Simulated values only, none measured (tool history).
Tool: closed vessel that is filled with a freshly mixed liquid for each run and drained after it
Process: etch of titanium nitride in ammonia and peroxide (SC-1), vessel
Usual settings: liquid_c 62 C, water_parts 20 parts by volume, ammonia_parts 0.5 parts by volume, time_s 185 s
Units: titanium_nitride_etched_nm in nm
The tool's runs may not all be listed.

run	day	liquid_c	water_parts	ammonia_parts	time_s	wafers since the last listed run	hours since the thermometer was replaced	hours since the ammonia flow meter was replaced	hours since the drum of ammonia solution was connected	hours since the gauge calibration	read-back film thickness of the titanium nitride reference wafer, read on the same gauge (nm)	titanium_nitride_etched_nm
1	0	62	20	0.5	185	0	45.2	40.9	886	893.9	70.02	28.62
2	0.929	62	20	0.5	185	1364	67.5	63.2	908.3	916.2	70.01	28.67
# day 3.779: gauge calibrated
3	5.058	59	20	0.5	185	6065	166.6	162.3	1007.4	30.7	69.97	23.43
4	6.4	59	20	0.5	185	1970	198.8	194.5	1039.6	62.9	69.99	23.23
5	7.133	59	20	0.5	185	1077	216.4	212.1	1057.2	80.5	69.99	22.97
# day 7.683: new drum of ammonia solution connected
6	8.133	62	28	0.5	185	1407	240.4	236.1	10.8	104.5	70.05	23.22
7	8.758	62	16.5	0.5	185	918	255.4	251.1	25.8	119.5	69.98	31.58
8	9.3	64.5	27	0.5	185	795	268.4	264.1	38.8	132.5	70.05	28.17
9	9.85	62	20	0.5	230	807	281.6	277.3	52	145.7	70	35.36
10	11.204	56	20	0.6	185	1989	314.1	309.8	84.5	178.2	70	19.71
11	11.833	62	17	0.7	185	924	329.2	324.9	99.6	193.3	70.01	33.12
12	13.129	62	20	0.5	185	1903	360.3	356	130.7	224.4	69.99	28.5
13	14.388	55.5	26.5	0.5	130	1848	390.5	386.2	160.9	254.6	70.02	10.96
14	15.329	62	14.5	0.3	185	1383	413.1	408.8	183.5	277.2	69.98	30.19
15	16.575	62	20	0.5	185	1830	443	438.7	213.4	307.1	69.97	28.28
16	17.825	53	20	0.5	185	1836	473	468.7	243.4	337.1	69.99	15.12
# day 18.146: ammonia flow meter replaced
17	19.258	62	20	0.5	185	2044	507.4	26.7	277.8	371.5	69.97	27.78
18	20.046	62	24.5	0.65	265	1156	526.3	45.6	296.7	390.4	70	37.35
19	21.217	65	20	0.3	185	1719	554.4	73.7	324.8	418.5	70.02	30.69
20	22.667	53.5	20	0.3	265	2130	589.2	108.5	359.6	453.3	70.01	20.6
21	23.317	62	20	0.5	185	954	604.8	124.1	375.2	468.9	69.98	27.9
22	23.9	69	16	0.5	130	856	618.8	138.1	389.2	482.9	69.99	34.66
23	24.808	62	20	0.6	110	1334	640.6	159.9	411	504.7	70	17.05
24	25.425	62	20	0.5	185	905	655.4	174.7	425.8	519.5	70	27.64
25	26.642	62	14	0.5	115	1787	684.6	203.9	455	548.7	70	20.87
26	28.112	62	13.5	0.5	250	2160	719.9	239.2	490.3	584	70	46.49
27	29.488	62	20	0.5	185	2019	752.9	272.2	523.3	617	70	27.9
28	30.538	57	20	0.5	185	1542	778.1	297.4	548.5	642.2	69.96	19.87

4 ways to go on from here, each from the tool as it stands after run 28. What would each give?
A	30.567	62	20	0.5	185	42	778.8	298.1	549.2	642.9	?	?
B	30.567	62	20	0.5	270	42	778.8	298.1	549.2	642.9	?	?
C	30.567	70	20	0.3	105	42	778.8	298.1	549.2	642.9	?	?
D	30.567	62	20	0.5	150	42	778.8	298.1	549.2	642.9	?	?

run	read-back film thickness of the titanium nitride reference wafer, read on the same gauge (nm)	titanium_nitride_etched_nm
A	70.01	27.84
B	70.01	40.63
C	70.01	23.85
D	70.01	22.57
Without the tool's hidden state the same runs would have given:
run	titanium_nitride_etched_nm
A	29.23
B	42.65
C	24.98
D	23.7
